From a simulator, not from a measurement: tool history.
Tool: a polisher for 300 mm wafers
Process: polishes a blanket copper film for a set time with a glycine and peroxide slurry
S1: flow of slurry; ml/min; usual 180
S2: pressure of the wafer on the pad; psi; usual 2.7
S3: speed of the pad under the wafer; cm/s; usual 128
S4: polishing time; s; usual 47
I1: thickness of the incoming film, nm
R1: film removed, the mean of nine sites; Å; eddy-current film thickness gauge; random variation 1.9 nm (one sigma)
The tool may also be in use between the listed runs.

run	hour	S1	S2	S3	S4	I1	R1
1	0	180	2.9	128	47	2236.7	2716
# hour 52.8: slurry nozzle cleaned
2	61.1	180	2.9	128	47	2198.8	2616
3	123.4	180	2.9	128	47	2218.8	2652
4	211.1	180	2.4	128	47	2233.6	2162
# hour 275.6: worn pad replaced by a new one
5	282.8	180	2.4	128	47	2241.5	2352
6	330.5	180	2.7	128	60	2225.1	3268
7	435.8	180	2.7	128	60	2212.6	3192
8	525.9	180	2.7	128	47	2198.8	2423
# hour 585.3: worn pad replaced by a new one
9	630.4	180	2.7	128	47	2197.2	2524
10	672.6	180	2.7	128	47	2246.9	2526
# hour 686.2: head pressure recalibrated
# hour 745.2: slurry nozzle cleaned
11	748.6	180	2.7	128	47	2206.1	2480
12	790.4	180	2.7	128	47	2214.3	2451
# hour 886.8: worn pad replaced by a new one
13	891.3	135	2	164	31	2248.8	1552
14	946.9	180	1.9	102	47	2226.2	1609
15	1016.2	180	2.7	114	60	2251.2	2902
16	1103	180	2.7	128	41	2256.9	2112

The next listed run, before its measurement:
17	1191.4	210	3	128	47	2243.9	?

R1: 2690 Å
Without the tool's hidden state the same run would have given R1 2965 Å.
